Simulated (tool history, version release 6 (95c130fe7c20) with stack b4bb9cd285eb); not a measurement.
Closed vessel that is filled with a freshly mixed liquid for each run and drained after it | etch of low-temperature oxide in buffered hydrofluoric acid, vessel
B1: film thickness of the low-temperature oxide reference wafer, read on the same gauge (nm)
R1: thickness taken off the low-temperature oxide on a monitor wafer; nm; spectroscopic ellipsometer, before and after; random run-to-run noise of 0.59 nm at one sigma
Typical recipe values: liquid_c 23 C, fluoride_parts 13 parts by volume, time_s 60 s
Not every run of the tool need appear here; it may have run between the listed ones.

{"run": 1, "day": 0.0, "liquid_c": 23, "fluoride_parts": 13, "time_s": 50, "B1": 60.02, "R1": 67.89}
{"run": 2, "day": 0.858, "liquid_c": 23, "fluoride_parts": 15.5, "time_s": 60, "B1": 59.99, "R1": 67.66}
{"run": 3, "day": 1.933, "liquid_c": 23, "fluoride_parts": 15.5, "time_s": 60, "B1": 59.96, "R1": 68.29}
{"run": 4, "day": 2.471, "liquid_c": 23, "fluoride_parts": 13, "time_s": 60, "B1": 59.98, "R1": 81.06}
{"run": 5, "day": 3.221, "liquid_c": 23, "fluoride_parts": 13, "time_s": 60, "B1": 60.03, "R1": 79.95}
{"run": 6, "day": 4.154, "liquid_c": 19.5, "fluoride_parts": 13, "time_s": 60, "B1": 60.04, "R1": 65.51}
{"run": 7, "day": 5.367, "liquid_c": 19.5, "fluoride_parts": 13, "time_s": 60, "B1": 60.02, "R1": 65.82}
{"run": 8, "day": 6.742, "liquid_c": 23, "fluoride_parts": 13, "time_s": 60, "B1": 60.02, "R1": 79.45}
{"run": 9, "day": 7.821, "liquid_c": 23, "fluoride_parts": 13, "time_s": 60, "B1": 59.98, "R1": 80.2}
{"run": 10, "day": 8.579, "liquid_c": 23, "fluoride_parts": 13, "time_s": 60, "B1": 60.01, "R1": 79.7}
{"run": 11, "day": 9.821, "liquid_c": 23, "fluoride_parts": 13, "time_s": 35, "B1": 60.01, "R1": 43.51}
{"run": 12, "day": 11.242, "liquid_c": 21, "fluoride_parts": 13, "time_s": 60, "B1": 60, "R1": 65.37}
{"run": 13, "day": 12.004, "liquid_c": 23, "fluoride_parts": 13, "time_s": 60, "B1": 60, "R1": 87.28}
{"run": 14, "day": 13.067, "liquid_c": 23, "fluoride_parts": 13, "time_s": 60, "B1": 60, "R1": 87.47}
{"run": 15, "day": 13.638, "liquid_c": 26.5, "fluoride_parts": 17, "time_s": 80, "B1": 59.99, "R1": 107.58}
{"run": 16, "day": 14.896, "liquid_c": 23, "fluoride_parts": 10, "time_s": 35, "B1": 59.94, "R1": 66.44}
{"run": 17, "day": 15.533, "liquid_c": 23, "fluoride_parts": 13, "time_s": 60, "B1": 60.02, "R1": 86.32}
{"run": 18, "day": 16.767, "liquid_c": 27, "fluoride_parts": 16, "time_s": 75, "B1": 60.03, "R1": 109.53}
{"run": 19, "day": 18.042, "liquid_c": 23, "fluoride_parts": 13, "time_s": 85, "B1": 59.96, "R1": 123.81}
{"run": 20, "day": 19.167, "liquid_c": 21.5, "fluoride_parts": 13, "time_s": 60, "B1": 60, "R1": 79.26}
{"run": 21, "day": 20.358, "liquid_c": 21, "fluoride_parts": 16, "time_s": 85, "B1": 59.98, "R1": 89.54}
{"run": 22, "day": 21.538, "liquid_c": 23, "fluoride_parts": 13, "time_s": 60, "B1": 59.98, "R1": 86.73}
{"run": 23, "day": 22.05, "liquid_c": 18.5, "fluoride_parts": 16, "time_s": 60, "B1": 59.96, "R1": 55.05}
{"run": 24, "day": 22.958, "liquid_c": 26, "fluoride_parts": 16, "time_s": 35, "B1": 60.02, "R1": 47.63}

Withheld: 5 entries from between the runs. Position of each, and hidden state at the listed run before versus the listed run after:
In the gap between runs 2 and 3: gauge calibrated (day 1.717)
  liquid colder than its thermometer reads (K): 1.54 -> 1.58
  measured less the result without the state, R1: -6.01 -> -6.23 nm
In the gap between runs 9 and 10: hydrofluoric acid flow meter replaced (day 8.525)
  liquid colder than its thermometer reads (K): 1.8 -> 1.83
  measured less the result without the state, R1: -8.39 -> -8.48 nm
In the gap between runs 10 and 11: thermometer replaced (day 8.9)
  liquid colder than its thermometer reads (K): 1.83 -> 3.18
  measured less the result without the state, R1: -8.48 -> -8.4 nm
In the gap between runs 12 and 13: thermometer replaced, repeated, since the last time left the tool worse (day 11.854)
  liquid colder than its thermometer reads (K): 3.23 -> 0.131
  measured less the result without the state, R1: -13.02 -> -0.63 nm
In the gap between runs 18 and 19: gauge calibrated (day 17.083)
  liquid colder than its thermometer reads (K): 0.304 -> 0.351
  measured less the result without the state, R1: -1.78 -> -2.41 nm
